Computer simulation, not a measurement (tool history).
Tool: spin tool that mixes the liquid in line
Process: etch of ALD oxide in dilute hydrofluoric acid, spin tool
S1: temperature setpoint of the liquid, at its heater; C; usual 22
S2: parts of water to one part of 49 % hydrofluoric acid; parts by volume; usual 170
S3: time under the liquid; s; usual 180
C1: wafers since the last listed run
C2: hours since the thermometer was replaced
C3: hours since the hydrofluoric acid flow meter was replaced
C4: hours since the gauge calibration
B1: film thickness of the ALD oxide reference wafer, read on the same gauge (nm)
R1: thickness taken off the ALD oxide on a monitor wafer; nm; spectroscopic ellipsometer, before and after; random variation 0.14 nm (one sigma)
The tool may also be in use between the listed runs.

{"run": 1, "hour": 0.0, "S1": 22, "S2": 140, "S3": 180, "C1": 0, "C2": 2658.8, "C3": 384.6, "C4": 37.6, "B1": 69.98, "R1": 20.18}
{"run": 2, "hour": 10.8, "S1": 22, "S2": 140, "S3": 180, "C1": 71, "C2": 2669.6, "C3": 395.4, "C4": 48.4, "B1": 70.03, "R1": 19.94}
{"run": 3, "hour": 19.5, "S1": 22, "S2": 170, "S3": 180, "C1": 57, "C2": 2678.3, "C3": 404.1, "C4": 57.1, "B1": 70.03, "R1": 16.1}
{"run": 4, "hour": 27.4, "S1": 22, "S2": 170, "S3": 180, "C1": 52, "C2": 2686.2, "C3": 412, "C4": 65, "B1": 70, "R1": 15.86}
{"run": 5, "hour": 41.4, "S1": 22, "S2": 170, "S3": 180, "C1": 92, "C2": 2700.2, "C3": 426, "C4": 79, "B1": 70, "R1": 16.02}
{"run": 6, "hour": 87.3, "S1": 22, "S2": 170, "S3": 180, "C1": 304, "C2": 2746.1, "C3": 471.9, "C4": 124.9, "B1": 70.03, "R1": 15.69}
{"run": 7, "hour": 104.0, "S1": 22, "S2": 170, "S3": 180, "C1": 110, "C2": 2762.8, "C3": 488.6, "C4": 141.6, "B1": 70.02, "R1": 15.47}
{"run": 8, "hour": 114.3, "S1": 22, "S2": 170, "S3": 180, "C1": 68, "C2": 2773.1, "C3": 498.9, "C4": 151.9, "B1": 70.05, "R1": 15.35}
{"run": 9, "hour": 124.1, "S1": 23, "S2": 170, "S3": 180, "C1": 64, "C2": 2782.9, "C3": 508.7, "C4": 161.7, "B1": 70, "R1": 15.86}
{"run": 10, "hour": 135.4, "S1": 23, "S2": 170, "S3": 180, "C1": 74, "C2": 2794.2, "C3": 520, "C4": 173, "B1": 69.96, "R1": 16.04}
{"hour": 136.5, "done": "thermometer replaced"}
{"run": 11, "hour": 151.2, "S1": 22, "S2": 170, "S3": 180, "C1": 98, "C2": 14.7, "C3": 535.8, "C4": 188.8, "B1": 70, "R1": 15.56}
{"hour": 153.0, "done": "hydrofluoric acid flow meter replaced"}
{"run": 12, "hour": 166.0, "S1": 22, "S2": 170, "S3": 180, "C1": 91, "C2": 29.5, "C3": 13, "C4": 203.6, "B1": 70.05, "R1": 17.99}
{"run": 13, "hour": 176.7, "S1": 22, "S2": 170, "S3": 180, "C1": 70, "C2": 40.2, "C3": 23.7, "C4": 214.3, "B1": 70, "R1": 17.84}
{"run": 14, "hour": 187.0, "S1": 22, "S2": 125, "S3": 180, "C1": 68, "C2": 50.5, "C3": 34, "C4": 224.6, "B1": 70, "R1": 25.55}
{"run": 15, "hour": 200.5, "S1": 22, "S2": 170, "S3": 180, "C1": 89, "C2": 64, "C3": 47.5, "C4": 238.1, "B1": 69.98, "R1": 17.82}
{"run": 16, "hour": 218.3, "S1": 25.5, "S2": 170, "S3": 110, "C1": 117, "C2": 81.8, "C3": 65.3, "C4": 255.9, "B1": 69.95, "R1": 12.24}
{"run": 17, "hour": 230.1, "S1": 25.5, "S2": 170, "S3": 110, "C1": 78, "C2": 93.6, "C3": 77.1, "C4": 267.7, "B1": 70.03, "R1": 12.2}
{"run": 18, "hour": 248.1, "S1": 22, "S2": 225, "S3": 180, "C1": 119, "C2": 111.6, "C3": 95.1, "C4": 285.7, "B1": 70.01, "R1": 12.57}
{"run": 19, "hour": 260.7, "S1": 19.5, "S2": 85, "S3": 80, "C1": 83, "C2": 124.2, "C3": 107.7, "C4": 298.3, "B1": 69.98, "R1": 15.55}
{"run": 20, "hour": 269.2, "S1": 22, "S2": 170, "S3": 180, "C1": 56, "C2": 132.7, "C3": 116.2, "C4": 306.8, "B1": 70, "R1": 17.46}
{"run": 21, "hour": 276.3, "S1": 22, "S2": 130, "S3": 230, "C1": 47, "C2": 139.8, "C3": 123.3, "C4": 313.9, "B1": 70.01, "R1": 30.12}
{"run": 22, "hour": 285.4, "S1": 25.5, "S2": 90, "S3": 180, "C1": 60, "C2": 148.9, "C3": 132.4, "C4": 323, "B1": 70.01, "R1": 40.92}
{"run": 23, "hour": 293.9, "S1": 22, "S2": 140, "S3": 210, "C1": 56, "C2": 157.4, "C3": 140.9, "C4": 331.5, "B1": 69.98, "R1": 25.66}
{"run": 24, "hour": 307.7, "S1": 25.5, "S2": 85, "S3": 95, "C1": 91, "C2": 171.2, "C3": 154.7, "C4": 345.3, "B1": 69.94, "R1": 23.23}
{"hour": 307.8, "done": "gauge calibrated"}
{"run": 25, "hour": 318.2, "S1": 22, "S2": 170, "S3": 260, "C1": 69, "C2": 181.7, "C3": 165.2, "C4": 10.4, "B1": 70, "R1": 24.99}
{"run": 26, "hour": 331.2, "S1": 20, "S2": 145, "S3": 210, "C1": 86, "C2": 194.7, "C3": 178.2, "C4": 23.4, "B1": 70.01, "R1": 22.27}
{"run": 27, "hour": 340.0, "S1": 22, "S2": 245, "S3": 270, "C1": 58, "C2": 203.5, "C3": 187, "C4": 32.2, "B1": 69.99, "R1": 16.66}
{"run": 28, "hour": 351.6, "S1": 26, "S2": 170, "S3": 75, "C1": 76, "C2": 215.1, "C3": 198.6, "C4": 43.8, "B1": 70, "R1": 8.38}
{"run": 29, "hour": 362.8, "S1": 18, "S2": 125, "S3": 270, "C1": 74, "C2": 226.3, "C3": 209.8, "C4": 55, "B1": 70.03, "R1": 31.57}
{"run": 30, "hour": 370.1, "S1": 22, "S2": 130, "S3": 230, "C1": 48, "C2": 233.6, "C3": 217.1, "C4": 62.3, "B1": 70.02, "R1": 29.77}
{"run": 31, "hour": 378.3, "S1": 22, "S2": 170, "S3": 180, "C1": 54, "C2": 241.8, "C3": 225.3, "C4": 70.5, "B1": 69.99, "R1": 16.98}
{"run": 32, "hour": 387.3, "S1": 22, "S2": 170, "S3": 215, "C1": 59, "C2": 250.8, "C3": 234.3, "C4": 79.5, "B1": 70.01, "R1": 20.36}
{"run": 33, "hour": 393.4, "S1": 20, "S2": 170, "S3": 145, "C1": 40, "C2": 256.9, "C3": 240.4, "C4": 85.6, "B1": 70.01, "R1": 12.6}
{"run": 34, "hour": 400.3, "S1": 17, "S2": 200, "S3": 90, "C1": 45, "C2": 263.8, "C3": 247.3, "C4": 92.5, "B1": 70.01, "R1": 5.78}
{"run": 35, "hour": 413.4, "S1": 22, "S2": 170, "S3": 180, "C1": 86, "C2": 276.9, "C3": 260.4, "C4": 105.6, "B1": 70.04, "R1": 17.1}

Forecast each of these 3 alternatives for the next run:
{"run": "A", "hour": 413.9, "S1": 22, "S2": 170, "S3": 180, "C1": 3, "C2": 277.4, "C3": 260.9, "C4": 106.1, "B1": "?", "R1": "?"}
{"run": "B", "hour": 413.9, "S1": 20, "S2": 120, "S3": 270, "C1": 3, "C2": 277.4, "C3": 260.9, "C4": 106.1, "B1": "?", "R1": "?"}
{"run": "C", "hour": 413.9, "S1": 22, "S2": 95, "S3": 210, "C1": 3, "C2": 277.4, "C3": 260.9, "C4": 106.1, "B1": "?", "R1": "?"}

run=A B1=70.02 R1=16.92
run=B B1=70.02 R1=35.14
run=C B1=70.02 R1=38.55
Without the tool's hidden state the same runs would have given:
run=A R1=18.04
run=B R1=37.38
run=C R1=40.96
